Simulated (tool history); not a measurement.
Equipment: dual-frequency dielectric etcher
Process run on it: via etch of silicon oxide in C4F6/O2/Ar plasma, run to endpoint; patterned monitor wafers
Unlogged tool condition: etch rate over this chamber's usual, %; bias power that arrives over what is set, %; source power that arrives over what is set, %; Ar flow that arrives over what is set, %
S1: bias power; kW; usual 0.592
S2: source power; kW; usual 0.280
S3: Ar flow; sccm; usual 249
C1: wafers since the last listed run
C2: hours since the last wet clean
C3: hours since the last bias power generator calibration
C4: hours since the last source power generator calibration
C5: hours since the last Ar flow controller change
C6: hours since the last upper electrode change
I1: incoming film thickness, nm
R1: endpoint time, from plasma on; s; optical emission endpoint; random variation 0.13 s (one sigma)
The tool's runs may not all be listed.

run,hour,S1,S2,S3,C1,C2,C3,C4,C5,C6,I1,R1
1,0.0,0.592,0.280,249,0,338.6,4404.8,2583.3,2519.8,5149.3,102.7,21.3
2,22.6,0.592,0.280,249,257,361.2,4427.4,2605.9,2542.4,5171.9,103.5,21.3
3,42.6,0.592,0.280,249,228,381.2,4447.4,2625.9,2562.4,5191.9,102.5,21.2
4,59.1,0.592,0.280,249,188,397.7,4463.9,2642.4,2578.9,5208.4,102.3,21.0
# hour 68.4: bias power generator calibrated
5,94.5,0.592,0.280,249,358,433.1,26.1,2677.8,2614.3,5243.8,102.7,21.0
6,115.0,0.592,0.280,249,233,453.6,46.6,2698.3,2634.8,5264.3,102.8,21.1
# hour 155.3: upper electrode replaced
# hour 179.0: wet clean of the chamber
7,179.5,0.592,0.280,249,191,0.5,111.1,2762.8,2699.3,24.2,103.1,21.1
8,179.8,0.518,0.280,249,3,0.8,111.4,2763.1,2699.6,24.5,103.6,22.5
9,191.2,0.518,0.280,249,130,12.2,122.8,2774.5,2711.0,35.9,103.1,22.7
10,207.7,0.592,0.280,249,188,28.7,139.3,2791.0,2727.5,52.4,102.6,21.0
11,223.3,0.592,0.280,215,178,44.3,154.9,2806.6,2743.1,68.0,103.4,21.0
12,244.8,0.516,0.280,249,245,65.8,176.4,2828.1,2764.6,89.5,103.6,22.7
13,271.3,0.592,0.280,249,302,92.3,202.9,2854.6,2791.1,116.0,103.9,21.5
14,378.4,0.592,0.280,215,1222,199.4,310.0,2961.7,2898.2,223.1,103.9,21.2
15,395.7,0.726,0.340,297,197,216.7,327.3,2979.0,2915.5,240.4,102.6,18.0
16,417.6,0.640,0.240,249,249,238.6,349.2,3000.9,2937.4,262.3,103.5,21.8
17,452.0,0.528,0.240,190,392,273.0,383.6,3035.3,2971.8,296.7,103.0,23.1
# hour 465.0: Ar flow controller replaced
18,467.0,0.592,0.280,249,102,288.0,398.6,3050.3,2.0,311.7,103.7,21.2
# hour 501.3: source power generator calibrated
19,502.3,0.592,0.280,249,357,323.3,433.9,1.0,37.3,347.0,104.0,21.5
20,528.5,0.592,0.280,249,299,349.5,460.1,27.2,63.5,373.2,104.0,21.2
21,544.9,0.642,0.220,283,187,365.9,476.5,43.6,79.9,389.6,103.4,22.8
22,557.0,0.476,0.220,249,138,378.0,488.6,55.7,92.0,401.7,105.0,26.5
23,575.4,0.656,0.220,210,209,396.4,507.0,74.1,110.4,420.1,103.2,21.9
24,597.8,0.502,0.280,249,255,418.8,529.4,96.5,132.8,442.5,104.3,23.0
25,612.2,0.699,0.230,221,164,433.2,543.8,110.9,147.2,456.9,104.0,20.8
26,626.2,0.479,0.250,225,159,447.2,557.8,124.9,161.2,470.9,103.4,24.3
27,651.4,0.592,0.280,249,287,472.4,583.0,150.1,186.4,496.1,103.6,21.1
28,685.8,0.534,0.310,213,392,506.8,617.4,184.5,220.8,530.5,102.8,21.0
# hour 788.4: wet clean of the chamber
29,788.9,0.592,0.280,285,902,0.5,720.5,287.6,323.9,633.6,103.4,21.6

Branching from run 29: 4 alternative next runs. What would each branch give?
A,789.3,0.464,0.280,249,4,0.9,720.9,288.0,324.3,634.0,103.7,?
B,789.3,0.730,0.350,249,4,0.9,720.9,288.0,324.3,634.0,103.7,?
C,789.3,0.541,0.310,302,4,0.9,720.9,288.0,324.3,634.0,103.7,?
D,789.3,0.691,0.280,215,4,0.9,720.9,288.0,324.3,634.0,103.7,?

run,R1
A,23.9
B,17.7
C,21.8
D,19.5
With the hidden condition removed and each run's random variation left untouched, the same runs would have given:
run,R1
A,23.9
B,17.7
C,21.8
D,19.5

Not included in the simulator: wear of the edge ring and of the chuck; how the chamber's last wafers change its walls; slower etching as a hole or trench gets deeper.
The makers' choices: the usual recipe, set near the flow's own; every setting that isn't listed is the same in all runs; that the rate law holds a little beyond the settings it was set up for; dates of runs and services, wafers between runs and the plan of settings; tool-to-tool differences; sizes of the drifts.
